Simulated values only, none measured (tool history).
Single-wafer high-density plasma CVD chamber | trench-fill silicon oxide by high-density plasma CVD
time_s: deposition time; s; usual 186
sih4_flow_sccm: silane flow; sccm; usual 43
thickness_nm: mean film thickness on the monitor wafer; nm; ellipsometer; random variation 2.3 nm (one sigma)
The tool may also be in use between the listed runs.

run	hour	time_s	sih4_flow_sccm	read-back reference wafer on the same gauge, thickness_nm	thickness_nm
1	0.0	186	43	809.498	797.100
2	57.4	186	43	810.055	794.636
3	99.4	186	45	810.166	830.723
4	148.4	186	45	809.820	832.925
5	203.2	186	45	809.639	832.146
6	261.2	186	43	809.818	794.030
# hour 431.1: silane flow controller replaced
7	471.7	186	43	810.328	820.892
8	499.0	186	43	809.967	821.412
9	535.3	186	43	809.616	818.635
10	601.6	186	37	810.273	712.809
11	647.3	195	48	810.292	951.049
# hour 678.4: gauge calibrated
12	702.4	195	48	809.669	950.860
13	728.2	169	37	810.168	645.452
14	753.0	186	43	810.025	819.111
15	817.6	186	40	809.158	763.779
16	887.4	204	47	809.637	968.269
17	949.7	186	43	809.742	816.664
18	974.3	186	43	809.810	817.991
19	1018.3	164	35	809.815	599.753
20	1065.0	151	43	810.505	663.802
21	1219.2	164	48	810.775	796.431
22	1288.9	186	43	810.269	816.157
23	1320.5	186	50	809.720	937.335
24	1369.8	167	36	809.967	623.591

The tool's hidden state at each run:
gauge reads high (%): 0 in every run
H1: delivered silane flow above the setpoint (%)
run	H1
1	-2.77
2	-2.88
3	-2.97
4	-3.06
5	-3.18
6	-3.3
7	-0.416
8	-0.417
9	-0.419
10	-0.425
11	-0.432
12	-0.441
13	-0.446
14	-0.451
15	-0.467
16	-0.488
17	-0.509
18	-0.518
19	-0.536
20	-0.556
21	-0.632
22	-0.672
23	-0.691
24	-0.723
